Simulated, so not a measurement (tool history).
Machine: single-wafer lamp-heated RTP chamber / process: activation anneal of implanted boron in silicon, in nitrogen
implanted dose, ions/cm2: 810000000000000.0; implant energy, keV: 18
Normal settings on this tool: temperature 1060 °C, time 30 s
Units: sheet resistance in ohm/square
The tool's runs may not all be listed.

run    hour  temperature  time  read-back reference wafer on the same gauge, sheet resistance  sheet resistance
  1       0         1076    30                                                         154.03            137.74
  2    85.3         1076    30                                                          153.9            137.59
      104.7  -- pyrometer window cleaned and pyrometer calibrated
  3     172         1076    30                                                         153.65            137.47
      192.3  -- reflector plate cleaned
  4   266.9         1060    30                                                         153.36            137.81
      281.9  -- gauge calibrated
  5   368.2         1060    30                                                         154.82            139.11
  6   441.2         1060    30                                                         154.93            138.78
  7     546         1037    30                                                         154.76            139.79
      592.9  -- reflector plate cleaned
      609.7  -- pyrometer window cleaned and pyrometer calibrated
  8   638.8         1037    30                                                         154.74            139.85
  9   692.4         1060    30                                                         154.66            138.73
 10   755.2         1060    30                                                         154.67            138.69
 11   806.7         1049    41                                                         154.58            138.39
 12   907.8         1060    23                                                         154.43            139.29
      965.8  -- reflector plate cleaned
 13   999.6         1080    35                                                         154.34             137.3
       1051  -- pyrometer window cleaned and pyrometer calibrated
 14  1080.6         1060    30                                                         154.19            138.49
 15  1161.5         1069    43                                                         154.12             136.8
 16  1246.8         1060    30                                                         153.92            137.52
 17  1302.9         1076    24                                                         153.82            137.61
     1375.3  -- reflector plate cleaned
     1433.6  -- gauge calibrated
       1478  -- pyrometer window cleaned and pyrometer calibrated
 18  1490.3         1034    35                                                         154.74            139.22
 19  1550.6         1046    43                                                         154.81            138.77
     1732.5  -- reflector plate cleaned
 20  1792.9         1089    40                                                         154.72            136.52

Below are 5 alternative next runs, each starting from the tool's condition after run 20. Predict each:
  A  1793.3         1060    19                                                              ?                 ?
  B  1793.3         1088    24                                                              ?                 ?
  C  1793.3         1060    18                                                              ?                 ?
  D  1793.3         1060    39                                                              ?                 ?
  E  1793.3         1070    44                                                              ?                 ?

run  read-back reference wafer on the same gauge, sheet resistance  sheet resistance
  A                                                         154.72            139.56
  B                                                         154.72             138.4
  C                                                         154.72            139.64
  D                                                         154.72            138.16
  E                                                         154.72            137.42
Had the tool no hidden state, the same runs would have come out as:
run  sheet resistance
  A            139.86
  B             138.7
  C            139.94
  D            138.45
  E            137.72

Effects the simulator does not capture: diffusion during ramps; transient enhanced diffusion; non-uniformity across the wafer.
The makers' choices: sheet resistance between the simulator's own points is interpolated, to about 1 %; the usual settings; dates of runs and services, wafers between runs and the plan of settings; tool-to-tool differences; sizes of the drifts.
